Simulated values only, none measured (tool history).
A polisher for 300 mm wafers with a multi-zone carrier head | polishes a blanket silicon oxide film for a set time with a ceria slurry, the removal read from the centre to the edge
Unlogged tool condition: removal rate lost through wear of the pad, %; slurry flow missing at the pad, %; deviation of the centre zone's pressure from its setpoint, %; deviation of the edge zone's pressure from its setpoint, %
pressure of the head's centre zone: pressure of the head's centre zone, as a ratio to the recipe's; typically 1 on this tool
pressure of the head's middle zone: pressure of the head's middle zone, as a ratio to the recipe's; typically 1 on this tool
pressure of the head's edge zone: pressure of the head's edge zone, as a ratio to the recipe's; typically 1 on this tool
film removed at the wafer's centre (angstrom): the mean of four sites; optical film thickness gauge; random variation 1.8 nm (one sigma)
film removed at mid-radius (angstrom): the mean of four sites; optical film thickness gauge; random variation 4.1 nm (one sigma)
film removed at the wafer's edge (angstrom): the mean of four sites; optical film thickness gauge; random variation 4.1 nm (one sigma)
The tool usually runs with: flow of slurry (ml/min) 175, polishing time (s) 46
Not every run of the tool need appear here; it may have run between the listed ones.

run	hour	flow of slurry (ml/min)	pressure of the head's centre zone	pressure of the head's middle zone	pressure of the head's edge zone	polishing time (s)	wafers since the last listed run	wafers polished on this pad	hours since the slurry nozzle was cleaned	hours since the centre zone pressure was calibrated	hours since the edge zone pressure was calibrated	hours since the carrier head's membrane was replaced	incoming thickness of the incoming film, nm	film removed at the wafer's centre (angstrom)	film removed at mid-radius (angstrom)	film removed at the wafer's edge (angstrom)
1	0	175	1	1	1.04	46	0	2795	244	258.1	126.9	930	1549	2627	2747	2880
2	50.9	175	1	1	1.04	46	643	3439	294.9	309	177.8	980.9	1555.2	2609	2665	2792
3	133.7	175	1	1	1	46	1046	4485	377.7	391.8	260.6	1063.7	1558.2	2573	2596	2684
# hour 154.5: slurry nozzle cleaned
4	181.9	175	1	1	1	46	596	5082	27.4	440	308.8	1111.9	1539.2	2716	2714	2759
5	223.9	175	1	1	1	46	530	5613	69.4	482	350.8	1153.9	1521.3	2675	2662	2781
6	261	175	1	1	1	46	468	6081	106.5	519.1	387.9	1191	1522.9	2685	2724	2847
# hour 268.7: worn pad replaced by a new one
7	363.2	175	1	1	1	46	1241	1193	208.7	621.3	490.1	1293.2	1534.1	2689	2820	2877
# hour 377.1: edge zone pressure recalibrated
# hour 398.3: carrier head's membrane replaced by a new one
8	431.3	175	1	1.09	1	56	772	1966	276.8	689.4	54.2	33	1571.6	3217	3481	3304
9	523	175	1	1.09	1	56	1158	3125	368.5	781.1	145.9	124.7	1576	3090	3251	3315
# hour 576: slurry nozzle cleaned
10	583	175	1	1	1	46	745	3870	7	841.1	205.9	184.7	1565.1	2696	2746	2771
11	630.8	210	1	1	1	46	604	4474	54.8	888.9	253.7	232.5	1546.5	2767	2762	2885
# hour 668: centre zone pressure recalibrated
12	701.7	175	1.11	0.89	0.89	59	870	5345	125.7	33.7	324.6	303.4	1547.4	3750	3302	3344
# hour 751.5: worn pad replaced by a new one
13	752	175	1	1	1	46	585	5	176	84	374.9	353.7	1543.6	2801	2919	2944
# hour 808.4: edge zone pressure recalibrated
14	840.5	175	1	1	1	46	1093	1099	264.5	172.5	32.1	442.2	1533.5	2684	2701	2799
# hour 1020.1: slurry nozzle cleaned
15	1038	120	1.05	1	1	46	2483	3582	17.9	370	229.6	639.7	1549.6	2551	2502	2599
16	1091.2	175	1	1	1	46	672	4255	71.1	423.2	282.8	692.9	1518.5	2673	2649	2718
17	1155.4	175	0.97	1	1	46	811	5066	135.3	487.4	347	757.1	1529.3	2566	2750	2746
# hour 1194: worn pad replaced by a new one
# hour 1236.1: edge zone pressure recalibrated
18	1256.1	200	1	1	1	42	1196	759	236	588.1	20	857.8	1557.8	2562	2636	2661
19	1320.8	130	0.94	1	1	54	817	1577	300.7	652.8	84.7	922.5	1527.5	2646	2905	3087
20	1410.2	135	1	1	0.92	46	1129	2707	390.1	742.2	174.1	1011.9	1559.3	2329	2331	2433
# hour 1440.4: slurry nozzle cleaned
21	1469	215	0.92	1.1	1	46	730	3437	28.6	801	232.9	1070.7	1559.7	2639	2954	2902
22	1543.4	175	1	1	1.06	36	940	4378	103	875.4	307.3	1145.1	1563.5	2087	2088	2180
# hour 1578.2: worn pad replaced by a new one
# hour 1651.2: edge zone pressure recalibrated
# hour 1653.6: centre zone pressure recalibrated
23	1732.8	155	1	1	1	46	2292	1904	292.4	79.2	81.6	1334.5	1524.7	2531	2574	2714

Each run again, without the hidden state but with its own random variation kept:
run	film removed at the wafer's centre (angstrom)	film removed at mid-radius (angstrom)	film removed at the wafer's edge (angstrom)
1	2908	3026	3142
2	2932	2979	3082
3	2963	2965	3013
4	2955	2949	2990
5	2932	2913	3030
6	2964	2999	3117
7	2920	3047	3077
8	3596	3866	3619
9	3573	3726	3726
10	2920	2972	2994
11	3018	3009	3134
12	4159	3652	3674
13	2933	3045	3045
14	2959	2961	3029
15	2789	2731	2827
16	2942	2911	2975
17	2862	3059	3034
18	2753	2820	2820
19	3023	3284	3411
20	2773	2736	2771
21	2857	3196	3133
22	2302	2297	2386
23	2869	2895	2999
